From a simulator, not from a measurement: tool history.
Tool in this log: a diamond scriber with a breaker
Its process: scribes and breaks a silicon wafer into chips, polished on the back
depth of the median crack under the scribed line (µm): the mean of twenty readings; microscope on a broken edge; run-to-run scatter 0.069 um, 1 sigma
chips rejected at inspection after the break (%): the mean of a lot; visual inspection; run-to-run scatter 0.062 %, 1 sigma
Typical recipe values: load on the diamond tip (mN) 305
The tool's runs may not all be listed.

run,hour,load on the diamond tip (mN),"incoming depth of the damage left on the back of the incoming wafer, um",depth of the median crack under the scribed line (µm),chips rejected at inspection after the break (%)
1,0,305,0.01,5.5,3.74
2,25.8,305,0.03,5.61,4.25
3,42.3,305,0.04,5.61,4.16
4,65.8,305,0.03,5.61,4.1
5,81.5,305,0.03,5.66,4.03
6,162.8,276,0.02,5.21,8.32
7,179.7,370,0.05,6.32,1.26
# hour 209.1: diamond tip replaced by a new one, of another model than before
8,209.6,370,0.03,7.28,1.53
9,231.4,369,0.04,7.02,1.28
10,262.3,355,0.04,6.91,0.98
11,275.9,282,0.04,6.1,2
12,294.5,242,0.04,5.67,3.78
13,312.3,305,0.01,6.18,1.61
14,382.4,265,0.05,5.63,3.82
# hour 386.1: load on the tip recalibrated
15,400.8,361,0.05,6.44,1.14
16,492.3,340,0.04,6.09,1.97

What if the next run were any one of these 5? Each begins from the tool's condition after run 16:
A,492.9,341,0.03,?,?
B,492.9,270,0.03,?,?
C,492.9,344,0.03,?,?
D,492.9,329,0.03,?,?
E,492.9,224,0.03,?,?

run,depth of the median crack under the scribed line (µm),chips rejected at inspection after the break (%)
A,6.09,1.99
B,5.47,5.32
C,6.11,1.91
D,5.98,2.36
E,5.06,9.27
Stripped of hidden state, with their random variation kept, the same runs would have yielded:
run,depth of the median crack under the scribed line (µm),chips rejected at inspection after the break (%)
A,7.02,1.37
B,6.31,1.41
C,7.05,1.42
D,6.9,1.21
E,5.83,3.05

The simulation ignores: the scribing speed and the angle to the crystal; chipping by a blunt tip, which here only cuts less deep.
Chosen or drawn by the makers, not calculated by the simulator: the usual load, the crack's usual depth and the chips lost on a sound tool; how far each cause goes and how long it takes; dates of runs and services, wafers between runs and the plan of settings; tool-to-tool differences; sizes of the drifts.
